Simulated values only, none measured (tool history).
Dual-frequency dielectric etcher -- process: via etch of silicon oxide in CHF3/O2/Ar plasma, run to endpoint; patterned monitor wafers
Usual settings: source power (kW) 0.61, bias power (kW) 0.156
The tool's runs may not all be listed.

run,day,source power (kW),bias power (kW),"incoming incoming film thickness, nm",endpoint time (s)
1,0,0.61,0.156,434.9,221.8
2,0.633,0.61,0.156,445.5,226.7
3,0.954,0.61,0.156,440.9,224.3
4,1.283,0.71,0.148,445.7,218.9
5,1.938,0.71,0.148,445.8,217.6
6,2.608,0.71,0.148,446.4,220.1
7,3.067,0.52,0.143,442.5,240.5
8,3.483,0.61,0.156,446.2,225.3
# day 3.721: bias power generator calibrated
9,3.762,0.61,0.156,449.5,228.5
# day 4.9: wet clean of the chamber
10,4.921,0.61,0.184,443.4,225.3
11,4.938,0.61,0.156,449.2,235.6
12,4.954,0.61,0.156,441.1,231.9
13,5.158,0.61,0.168,441.6,227.6
# day 6.329: upper electrode replaced, of another model than before
14,6.35,0.61,0.141,442.3,235.4
15,6.367,0.61,0.156,445.3,233.1
16,6.45,0.69,0.122,444.7,233
17,7.088,0.61,0.156,442.3,232
# day 7.317: source power generator calibrated
18,7.479,0.54,0.136,444.7,255.9
19,8.179,0.67,0.191,441.9,205.1
20,8.638,0.5,0.139,445.3,267.9
21,8.975,0.61,0.156,444,230.9
22,9.588,0.5,0.145,442.7,261.8
23,9.971,0.5,0.176,441.1,243.7
24,10.512,0.61,0.156,441.8,229

Branching from run 24: 4 alternative next runs. What would each branch give?
A,10.533,0.76,0.156,446.5,?
B,10.533,0.54,0.14,446.5,?
C,10.533,0.61,0.174,446.5,?
D,10.533,0.74,0.17,446.5,?

run,endpoint time (s)
A,208.1
B,254.2
C,224.9
D,205.9
Stripped of hidden state, with their random variation kept, the same runs would have yielded:
run,endpoint time (s)
A,211.1
B,257.8
C,228
D,208.8
